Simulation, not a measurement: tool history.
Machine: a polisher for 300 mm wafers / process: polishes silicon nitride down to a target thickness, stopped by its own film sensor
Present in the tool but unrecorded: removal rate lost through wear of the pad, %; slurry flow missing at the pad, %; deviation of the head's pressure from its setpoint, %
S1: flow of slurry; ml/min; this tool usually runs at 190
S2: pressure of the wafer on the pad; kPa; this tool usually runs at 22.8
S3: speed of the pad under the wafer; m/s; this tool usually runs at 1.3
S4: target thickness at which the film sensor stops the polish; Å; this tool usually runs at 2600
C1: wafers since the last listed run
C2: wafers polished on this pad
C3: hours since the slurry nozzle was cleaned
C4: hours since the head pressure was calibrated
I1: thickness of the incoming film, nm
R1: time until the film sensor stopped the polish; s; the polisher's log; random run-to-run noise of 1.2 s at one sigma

run,hour,S1,S2,S3,S4,C1,C2,C3,C4,I1,R1
1,0,190,28.3,1.3,2600,0,2178,30.2,424.6,385.3,46.9
2,89.2,190,28.3,1.3,2600,835,3013,119.4,513.8,384.8,46.8
# hour 218.9: worn pad replaced by a new one
# hour 371.6: slurry nozzle cleaned
3,411.5,190,28.3,1.3,2600,2971,1794,39.9,836.1,380.7,44.9
# hour 450.6: head pressure recalibrated
4,481.7,145,22.8,1.3,2600,638,2432,110.1,31.1,376.4,59.6
5,543.4,190,28.3,1.54,2600,577,3010,171.8,92.8,375.2,40.5
# hour 612.1: worn pad replaced by a new one
6,721.2,190,28.3,1.54,2600,1627,1021,349.6,270.6,385.7,41.7
7,791.6,190,28.3,1.54,2600,659,1681,420,341,371.4,37.9
# hour 822.5: slurry nozzle cleaned
8,853.9,190,22.8,1.3,2600,574,2255,31.4,403.3,382,56.1
9,938.1,190,22.8,1.3,2600,788,3043,115.6,487.5,375.4,55.1
# hour 956.5: worn pad replaced by a new one
10,984.3,190,22.8,1.3,2600,395,260,161.8,533.7,384.9,58.6
11,1075.2,190,20.7,1.3,2910,851,1111,252.7,624.6,381,46
12,1124.3,190,22.8,1.3,2600,459,1571,301.8,673.7,383.5,56.1
# hour 1144.3: head pressure recalibrated
13,1192.8,225,26.9,0.9,2470,622,2194,370.3,48.5,381.8,72.2
# hour 1214.1: slurry nozzle cleaned
14,1295,190,29.6,1.3,2420,947,3142,80.9,150.7,373,50.7
15,1348.8,190,22.8,1.3,2230,503,3646,134.7,204.5,385.9,80.2
# hour 1383.4: worn pad replaced by a new one, of another model than before
16,1443.2,190,22.8,1.3,2600,846,560,229.1,298.9,380.3,58.4
17,1496.1,145,22.8,1.3,2600,495,1055,282,351.8,381.6,62.6
18,1560.4,250,26.9,1.42,2430,602,1657,346.3,416.1,374.2,52.1
# hour 1572.1: slurry nozzle cleaned
19,1626.9,190,28.3,1.3,2600,613,2271,54.8,482.6,375.6,49.2
20,1711.7,240,22.8,1.02,2600,794,3065,139.6,567.4,378.4,61.3
# hour 1751.5: worn pad replaced by a new one
21,1770.6,190,22.8,1.3,2600,514,178,198.5,626.3,375.7,56.8
22,1827.9,190,15.9,1.3,2600,536,715,255.8,683.6,375.6,68.6
# hour 1898.6: head pressure recalibrated
23,1933.3,190,28.3,1.3,2790,968,1683,361.2,34.7,382,45.1
# hour 1985.4: slurry nozzle cleaned
24,2009.8,230,26.2,1.3,2300,707,2390,24.4,111.2,376.7,66

Forecast each of these 3 alternatives for the next run:
A,2010.2,190,22.8,1.3,2600,3,2394,24.8,111.6,383.4,?
B,2010.2,145,29,1.44,2450,3,2394,24.8,111.6,383.4,?
C,2010.2,155,15.9,1.06,2600,3,2394,24.8,111.6,383.4,?

run,R1
A,61.3
B,61.8
C,84.5
Had the tool no hidden state, the same runs would have come out as:
run,R1
A,62.6
B,63.1
C,86.3
